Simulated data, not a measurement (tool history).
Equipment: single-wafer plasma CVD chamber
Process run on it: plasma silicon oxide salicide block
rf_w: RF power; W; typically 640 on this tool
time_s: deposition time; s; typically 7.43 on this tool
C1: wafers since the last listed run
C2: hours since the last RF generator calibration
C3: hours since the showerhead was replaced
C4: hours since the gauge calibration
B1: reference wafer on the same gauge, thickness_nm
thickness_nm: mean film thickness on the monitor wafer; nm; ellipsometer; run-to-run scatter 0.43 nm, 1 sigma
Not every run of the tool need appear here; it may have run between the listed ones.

Run 1, hour 0: usual settings but time_s 6.34 s; C1 0; C2 1404; C3 4944.1; C4 448.8; B1 84.386. Result: thickness_nm 61.475 nm.
Run 2, hour 142.7: usual settings but time_s 6.34 s; C1 6857; C2 1546.7; C3 5086.8; C4 591.5; B1 84.375. Result: thickness_nm 61.982 nm.
Run 3, hour 173.2: usual settings but time_s 6.34 s; C1 1465; C2 1577.2; C3 5117.3; C4 622; B1 84.17. Result: thickness_nm 61.317 nm.
Run 4, hour 201.1: usual settings but time_s 6.84 s; C1 1340; C2 1605.1; C3 5145.2; C4 649.9; B1 84.462. Result: thickness_nm 65.808 nm.
Run 5, hour 254.9: usual settings but rf_w 740 W; C1 2585; C2 1658.9; C3 5199; C4 703.7; B1 84.315. Result: thickness_nm 76.911 nm.
Run 6, hour 297.8: usual settings; C1 2061; C2 1701.8; C3 5241.9; C4 746.6; B1 84.209. Result: thickness_nm 72.352 nm.
Run 7, hour 347: usual settings; C1 2364; C2 1751; C3 5291.1; C4 795.8; B1 84.316. Result: thickness_nm 72.122 nm.
Run 8, hour 409.8: usual settings; C1 3018; C2 1813.8; C3 5353.9; C4 858.6; B1 84.374. Result: thickness_nm 71.72 nm.
Run 9, hour 448.5: usual settings but rf_w 675 W; C1 1859; C2 1852.5; C3 5392.6; C4 897.3; B1 84.339. Result: thickness_nm 73.94 nm.
Run 10, hour 479.3: usual settings but rf_w 675 W; C1 1480; C2 1883.3; C3 5423.4; C4 928.1; B1 84.332. Result: thickness_nm 73.914 nm.
Run 11, hour 516.5: usual settings but rf_w 735 W; C1 1787; C2 1920.5; C3 5460.6; C4 965.3; B1 84.276. Result: thickness_nm 76.54 nm.
Run 12, hour 588.3: usual settings but time_s 8.19 s; C1 3450; C2 1992.3; C3 5532.4; C4 1037.1; B1 84.338. Result: thickness_nm 79.272 nm.
At hour 593: gauge calibrated.
Run 13, hour 623.3: usual settings but time_s 8.19 s; C1 1682; C2 2027.3; C3 5567.4; C4 30.3; B1 84.191. Result: thickness_nm 78.77 nm.
Run 14, hour 692.2: usual settings; C1 3311; C2 2096.2; C3 5636.3; C4 99.2; B1 84.296. Result: thickness_nm 71.444 nm.
At hour 758.2: RF generator calibrated.
Run 15, hour 760.6: usual settings; C1 2902; C2 2.4; C3 5704.7; C4 167.6; B1 84.052. Result: thickness_nm 74.246 nm.
Run 16, hour 788.6: usual settings; C1 1345; C2 30.4; C3 5732.7; C4 195.6; B1 84.363. Result: thickness_nm 74.174 nm.
Run 17, hour 844.6: usual settings but time_s 8.59 s; C1 2691; C2 86.4; C3 5788.7; C4 251.6; B1 84.383. Result: thickness_nm 87.414 nm.
Run 18, hour 911.9: usual settings but time_s 8.59 s; C1 3234; C2 153.7; C3 5856; C4 318.9; B1 84.407. Result: thickness_nm 85.294 nm.
Run 19, hour 976.6: usual settings but rf_w 555 W, time_s 6.86 s; C1 3109; C2 218.4; C3 5920.7; C4 383.6; B1 84.356. Result: thickness_nm 63.678 nm.
Run 20, hour 1003.7: usual settings; C1 1302; C2 245.5; C3 5947.8; C4 410.7; B1 84.395. Result: thickness_nm 74.827 nm.
Run 21, hour 1046: usual settings but rf_w 700 W, time_s 6.44 s; C1 2032; C2 287.8; C3 5990.1; C4 453; B1 84.212. Result: thickness_nm 67.773 nm.
Run 22, hour 1099.4: usual settings but time_s 8.72 s; C1 2566; C2 341.2; C3 6043.5; C4 506.4; B1 84.33. Result: thickness_nm 86.999 nm.
At hour 1156.8: showerhead replaced.
Run 23, hour 1159.9: usual settings but rf_w 710 W, time_s 8.12 s; C1 2523; C2 401.7; C3 3.1; C4 566.9; B1 84.192. Result: thickness_nm 84.882 nm.
Run 24, hour 1213.6: usual settings; C1 2580; C2 455.4; C3 56.8; C4 620.6; B1 84.173. Result: thickness_nm 74.377 nm.
Run 25, hour 1276.5: usual settings but rf_w 525 W, time_s 6 s; C1 3022; C2 518.3; C3 119.7; C4 683.5; B1 84.523. Result: thickness_nm 53.588 nm.
Run 26, hour 1312.6: usual settings but rf_w 520 W, time_s 6.02 s; C1 1734; C2 554.4; C3 155.8; C4 719.6; B1 84.472. Result: thickness_nm 53.346 nm.
Run 27, hour 1372.3: usual settings; C1 2869; C2 614.1; C3 215.5; C4 779.3; B1 84.341. Result: thickness_nm 74.212 nm.
Run 28, hour 1435.5: usual settings but rf_w 720 W, time_s 5.96 s; C1 3037; C2 677.3; C3 278.7; C4 842.5; B1 84.183. Result: thickness_nm 62.68 nm.
Run 29, hour 1507.1: usual settings but rf_w 690 W, time_s 6.01 s; C1 3441; C2 748.9; C3 350.3; C4 914.1; B1 84.415. Result: thickness_nm 62.035 nm.
Run 30, hour 1576.4: usual settings but rf_w 735 W, time_s 8.07 s; C1 3330; C2 818.2; C3 419.6; C4 983.4; B1 84.423. Result: thickness_nm 84.388 nm.
At hour 1621.7: gauge calibrated.
Run 31, hour 1633.7: usual settings but rf_w 530 W, time_s 6.34 s; C1 2753; C2 875.5; C3 476.9; C4 12; B1 84.305. Result: thickness_nm 56.591 nm.
Run 32, hour 1693.6: usual settings but rf_w 675 W, time_s 6.58 s; C1 2878; C2 935.4; C3 536.8; C4 71.9; B1 84.163. Result: thickness_nm 66.731 nm.
Run 33, hour 1735.2: usual settings; C1 1999; C2 977; C3 578.4; C4 113.5; B1 84.314. Result: thickness_nm 73.232 nm.
Run 34, hour 1794.2: usual settings but rf_w 690 W, time_s 6.01 s; C1 2835; C2 1036; C3 637.4; C4 172.5; B1 84.482. Result: thickness_nm 61.217 nm.
Run 35, hour 1861.8: usual settings but rf_w 575 W, time_s 7.92 s; C1 3248; C2 1103.6; C3 705; C4 240.1; B1 84.378. Result: thickness_nm 73.592 nm.
Run 36, hour 1933: usual settings but rf_w 565 W, time_s 8.75 s; C1 3421; C2 1174.8; C3 776.2; C4 311.3; B1 84.254. Result: thickness_nm 80.956 nm.

Branching from run 36: 4 alternative next runs. What would each branch give?
Run A, hour 1933.4: usual settings; C1 19; C2 1175.2; C3 776.6; C4 311.7; B1 ?. Result: thickness_nm ?.
Run B, hour 1933.4: usual settings but time_s 8.69 s; C1 19; C2 1175.2; C3 776.6; C4 311.7; B1 ?. Result: thickness_nm ?.
Run C, hour 1933.4: usual settings but rf_w 750 W, time_s 8.67 s; C1 19; C2 1175.2; C3 776.6; C4 311.7; B1 ?. Result: thickness_nm ?.
Run D, hour 1933.4: usual settings but rf_w 750 W, time_s 8.1 s; C1 19; C2 1175.2; C3 776.6; C4 311.7; B1 ?. Result: thickness_nm ?.

run      B1  thickness_nm
  A  84.226        73.301
  B  84.226        85.731
  C  84.226        92.209
  D  84.226        86.147
What these runs would have given with no unlogged condition in the tool:
run  thickness_nm
  A        75.374
  B        88.156
  C        94.817
  D        88.584
